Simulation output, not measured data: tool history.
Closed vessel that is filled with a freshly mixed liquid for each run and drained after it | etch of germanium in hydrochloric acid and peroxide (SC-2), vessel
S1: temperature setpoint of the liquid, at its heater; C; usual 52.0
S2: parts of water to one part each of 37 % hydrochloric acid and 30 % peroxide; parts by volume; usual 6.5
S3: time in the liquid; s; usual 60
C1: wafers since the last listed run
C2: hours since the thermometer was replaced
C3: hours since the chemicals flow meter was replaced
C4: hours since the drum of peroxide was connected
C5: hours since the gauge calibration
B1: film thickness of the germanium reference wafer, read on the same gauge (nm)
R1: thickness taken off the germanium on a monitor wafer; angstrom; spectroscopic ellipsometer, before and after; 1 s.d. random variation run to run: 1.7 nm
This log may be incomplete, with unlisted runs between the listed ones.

run,hour,S1,S2,S3,C1,C2,C3,C4,C5,B1,R1
1,0.0,52.0,6.5,60,0,1558.1,511.9,339.9,165.0,29.99,2416.4
2,17.5,52.0,6.5,60,1117,1575.6,529.4,357.4,182.5,30.04,2429.5
3,33.0,52.0,6.5,60,990,1591.1,544.9,372.9,198.0,30.00,2447.9
4,51.4,52.0,6.5,60,1175,1609.5,563.3,391.3,216.4,30.00,2431.1
5,84.7,52.0,6.5,60,2127,1642.8,596.6,424.6,249.7,29.98,2436.6
6,112.6,52.0,6.5,60,1782,1670.7,624.5,452.5,277.6,30.00,2438.4
7,142.6,52.0,6.5,60,1916,1700.7,654.5,482.5,307.6,30.00,2424.4
8,156.0,52.0,6.5,60,855,1714.1,667.9,495.9,321.0,29.97,2443.0
# hour 176.5: gauge calibrated
9,176.5,52.0,6.5,60,1309,1734.6,688.4,516.4,0.0,30.04,2433.1
# hour 177.8: thermometer replaced
10,211.8,52.0,6.5,60,2190,34.0,723.7,551.7,35.3,29.97,2424.2
11,240.5,52.0,6.5,60,1833,62.7,752.4,580.4,64.0,29.95,2435.5
# hour 270.8: chemicals flow meter replaced
12,272.5,52.0,6.5,60,1980,94.7,1.7,612.4,96.0,30.00,2450.4
13,306.1,52.0,6.5,60,2146,128.3,35.3,646.0,129.6,29.97,2426.2
14,334.8,43.0,6.5,30,1833,157.0,64.0,674.7,158.3,30.01,897.8
# hour 347.8: new drum of peroxide connected
15,360.7,60.5,8.5,50,1590,182.9,89.9,12.9,184.2,30.02,2622.0
16,377.7,52.0,4.5,30,1085,199.9,106.9,29.9,201.2,30.01,1246.6
17,399.9,58.0,8.5,60,1418,222.1,129.1,52.1,223.4,30.00,2900.7
18,431.4,45.5,4.0,60,2012,253.6,160.6,83.6,254.9,30.00,1997.8
19,475.7,52.0,6.5,90,2829,297.9,204.9,127.9,299.2,30.00,3682.8
# hour 496.0: gauge calibrated
20,502.4,43.5,5.5,60,1705,324.6,231.6,154.6,6.4,29.99,1860.9
21,517.0,52.0,6.5,60,932,339.2,246.2,169.2,21.0,29.99,2436.2
22,547.6,62.0,4.0,70,1954,369.8,276.8,199.8,51.6,30.02,3926.9

Alternative continuations, all from the tool just after run 22; predict every row:
A,548.3,52.0,4.0,60,44,370.5,277.5,200.5,52.3,?,?
B,548.3,52.0,8.5,75,44,370.5,277.5,200.5,52.3,?,?
C,548.3,55.5,6.5,95,44,370.5,277.5,200.5,52.3,?,?
D,548.3,48.5,9.0,50,44,370.5,277.5,200.5,52.3,?,?
E,548.3,52.0,4.5,60,44,370.5,277.5,200.5,52.3,?,?

run,B1,R1
A,30.02,2499.1
B,30.02,3030.6
C,30.02,4354.0
D,30.02,1800.9
E,30.02,2495.2
With the hidden condition removed and each run's random variation left untouched, the same runs would have given:
run,R1
A,2499.1
B,3030.6
C,4354.0
D,1800.9
E,2495.2
